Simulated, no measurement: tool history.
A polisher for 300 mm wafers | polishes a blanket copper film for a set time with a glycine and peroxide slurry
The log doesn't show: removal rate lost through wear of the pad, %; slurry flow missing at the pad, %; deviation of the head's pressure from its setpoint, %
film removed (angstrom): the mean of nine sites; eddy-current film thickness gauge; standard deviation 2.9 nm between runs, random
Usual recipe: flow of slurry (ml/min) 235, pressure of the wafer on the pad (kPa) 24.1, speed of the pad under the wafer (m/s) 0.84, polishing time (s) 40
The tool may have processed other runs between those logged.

run,hour,flow of slurry (ml/min),pressure of the wafer on the pad (kPa),speed of the pad under the wafer (m/s),polishing time (s),wafers since the last listed run,wafers polished on this pad,hours since the slurry nozzle was cleaned,hours since the head pressure was calibrated,"incoming thickness of the incoming film, nm",film removed (angstrom)
1,0.0,235,17.9,0.94,40,0,40,141.9,887.2,1744.8,2641
2,27.6,235,17.9,0.94,40,256,297,169.5,914.8,1761.2,2614
3,51.8,235,24.1,0.84,40,225,523,193.7,939.0,1784.4,3000
# hour 75.0: worn pad replaced by a new one
4,86.5,235,24.1,0.84,40,285,107,228.4,973.7,1748.3,2987
5,107.8,235,24.1,0.84,40,198,305,249.7,995.0,1773.7,2941
6,129.2,235,24.1,0.84,40,199,505,271.1,1016.4,1765.3,2964
7,145.8,235,20.0,0.84,40,154,659,287.7,1033.0,1750.8,2619
8,158.0,235,20.0,0.84,40,113,773,299.9,1045.2,1774.7,2619
# hour 166.4: worn pad replaced by a new one, of another model than before
# hour 170.2: head pressure recalibrated
9,181.3,235,20.0,0.84,40,161,120,323.2,11.1,1759.1,2372
10,204.9,235,17.9,0.56,36,219,339,346.8,34.7,1758.9,1635

What will run 11 give?
11,227.1,235,24.1,0.84,40,206,546,369.0,56.9,1723.4,?

{"run 11": {"film removed (angstrom)": 2815}}
With no hidden state in the tool, this same run would have given film removed (angstrom) 2762.

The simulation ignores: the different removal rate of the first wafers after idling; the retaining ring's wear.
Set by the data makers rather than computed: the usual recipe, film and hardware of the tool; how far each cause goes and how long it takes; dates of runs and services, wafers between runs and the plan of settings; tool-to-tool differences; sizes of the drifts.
